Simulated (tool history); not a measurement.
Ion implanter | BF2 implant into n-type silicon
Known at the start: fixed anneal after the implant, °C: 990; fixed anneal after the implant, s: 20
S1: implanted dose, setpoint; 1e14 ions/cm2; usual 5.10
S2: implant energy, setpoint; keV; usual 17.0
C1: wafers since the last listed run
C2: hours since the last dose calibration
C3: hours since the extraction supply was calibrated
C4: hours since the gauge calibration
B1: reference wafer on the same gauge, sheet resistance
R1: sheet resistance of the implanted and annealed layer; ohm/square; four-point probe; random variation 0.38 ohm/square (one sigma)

run,hour,S1,S2,C1,C2,C3,C4,B1,R1
1,0.0,5.10,17.0,0,1278.7,2367.7,31.7,263.93,260.03
2,33.3,5.10,17.0,421,1312.0,2401.0,65.0,264.04,259.80
3,43.7,5.10,17.0,131,1322.4,2411.4,75.4,264.06,259.73
4,54.4,5.10,17.0,135,1333.1,2422.1,86.1,264.02,260.31
5,64.0,5.10,17.0,121,1342.7,2431.7,95.7,263.92,259.88
6,87.0,5.10,17.0,290,1365.7,2454.7,118.7,263.90,260.78
7,95.9,5.10,17.0,112,1374.6,2463.6,127.6,263.92,261.08
8,112.5,5.10,20.5,209,1391.2,2480.2,144.2,264.00,249.08
9,129.3,5.10,17.0,212,1408.0,2497.0,161.0,264.11,260.83
# hour 147.8: extraction supply calibrated
10,148.3,5.10,17.0,139,1427.0,0.5,180.0,264.07,260.66
11,166.5,5.10,17.0,230,1445.2,18.7,198.2,263.92,261.28
# hour 178.8: Faraday cup replaced and dose calibrated
12,179.3,5.10,17.0,60,0.5,31.5,211.0,264.05,251.35
13,194.4,5.10,17.0,190,15.6,46.6,226.1,264.04,251.34
# hour 207.4: gauge calibrated
14,209.2,4.57,20.0,187,30.4,61.4,1.8,263.96,257.44
15,224.8,5.53,14.0,197,46.0,77.0,17.4,264.04,257.68
16,232.4,5.10,17.0,96,53.6,84.6,25.0,264.07,252.55
17,244.6,4.25,15.0,154,65.8,96.8,37.2,263.94,288.36
18,256.7,5.74,15.0,152,77.9,108.9,49.3,263.99,247.97
19,269.1,4.09,17.0,156,90.3,121.3,61.7,263.92,286.95
20,286.7,5.81,15.0,222,107.9,138.9,79.3,263.99,247.11
21,300.2,5.10,17.0,170,121.4,152.4,92.8,264.02,252.20
22,316.6,3.69,19.0,207,137.8,168.8,109.2,263.94,300.75
23,329.3,5.54,15.0,160,150.5,181.5,121.9,264.11,252.31
24,341.2,6.00,18.5,150,162.4,193.4,133.8,263.98,226.98
25,368.3,5.10,17.0,342,189.5,220.5,160.9,263.97,253.06

What the log doesn't show, run by run:
deviation of the true energy from its setpoint, %: 0 in every run
gauge reads high (%): 0 in every run
H1: deviation of the true dose from the Faraday cup's reading, %
run,H1
1,-5.43
2,-5.55
3,-5.59
4,-5.63
5,-5.67
6,-5.75
7,-5.78
8,-5.85
9,-5.91
10,-5.98
11,-6.05
12,0.253
13,0.197
14,0.143
15,0.0848
16,0.0567
17,0.0115
18,-0.0333
19,-0.0792
20,-0.144
21,-0.194
22,-0.255
23,-0.302
24,-0.346
25,-0.446
